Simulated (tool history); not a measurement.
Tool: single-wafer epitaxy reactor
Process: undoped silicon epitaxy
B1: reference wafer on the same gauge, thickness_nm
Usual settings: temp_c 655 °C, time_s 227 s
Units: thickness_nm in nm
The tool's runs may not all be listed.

run 1 day=0 | temp_c=644 time_s=250 | B1=45.984 | thickness_nm=40.064
run 2 day=0.3 | temp_c=655 time_s=227 | B1=46.006 | thickness_nm=45.685
run 3 day=1.012 | temp_c=655 time_s=227 | B1=46.059 | thickness_nm=45.687
run 4 day=1.479 | temp_c=655 time_s=227 | B1=45.969 | thickness_nm=45.542
run 5 day=2.004 | temp_c=655 time_s=227 | B1=45.978 | thickness_nm=45.435
run 6 day=2.333 | temp_c=655 time_s=227 | B1=46 | thickness_nm=45.912
run 7 day=2.646 | temp_c=650 time_s=259 | B1=46.031 | thickness_nm=46.922
run 8 day=3.025 | temp_c=650 time_s=259 | B1=46.022 | thickness_nm=46.873
run 9 day=3.429 | temp_c=650 time_s=259 | B1=46.029 | thickness_nm=46.917
run 10 day=3.696 | temp_c=668 time_s=215 | B1=45.984 | thickness_nm=56.444
run 11 day=4.35 | temp_c=655 time_s=227 | B1=46.019 | thickness_nm=45.69
run 12 day=4.604 | temp_c=642 time_s=227 | B1=46.048 | thickness_nm=34.712
-- day=4.683 gauge calibrated
-- day=5.129 pyrometer calibrated
run 13 day=5.15 | temp_c=645 time_s=263 | B1=45.958 | thickness_nm=33.478
run 14 day=5.217 | temp_c=655 time_s=212 | B1=46.027 | thickness_nm=33.441
run 15 day=5.862 | temp_c=649 time_s=227 | B1=46.02 | thickness_nm=31.667
run 16 day=6.596 | temp_c=655 time_s=227 | B1=45.969 | thickness_nm=35.933
-- day=6.942 pyrometer calibrated, repeated, since the last time left the tool worse
run 17 day=7.138 | temp_c=670 time_s=227 | B1=45.992 | thickness_nm=57.615
run 18 day=7.454 | temp_c=662 time_s=272 | B1=45.985 | thickness_nm=58.406
run 19 day=8.142 | temp_c=655 time_s=227 | B1=45.995 | thickness_nm=42.42

Forecast each of these 4 alternatives for the next run:
run A day=8.162 | temp_c=655 time_s=227 | B1=? | thickness_nm=?
run B day=8.162 | temp_c=668 time_s=213 | B1=? | thickness_nm=?
run C day=8.162 | temp_c=655 time_s=188 | B1=? | thickness_nm=?
run D day=8.162 | temp_c=665 time_s=209 | B1=? | thickness_nm=?

run=A B1=46.024 thickness_nm=42.427
run=B B1=46.024 thickness_nm=51.954
run=C B1=46.024 thickness_nm=35.138
run=D B1=46.024 thickness_nm=47.971
Without the tool's hidden state the same runs would have given:
run=A thickness_nm=42.111
run=B thickness_nm=51.577
run=C thickness_nm=34.876
run=D thickness_nm=47.62

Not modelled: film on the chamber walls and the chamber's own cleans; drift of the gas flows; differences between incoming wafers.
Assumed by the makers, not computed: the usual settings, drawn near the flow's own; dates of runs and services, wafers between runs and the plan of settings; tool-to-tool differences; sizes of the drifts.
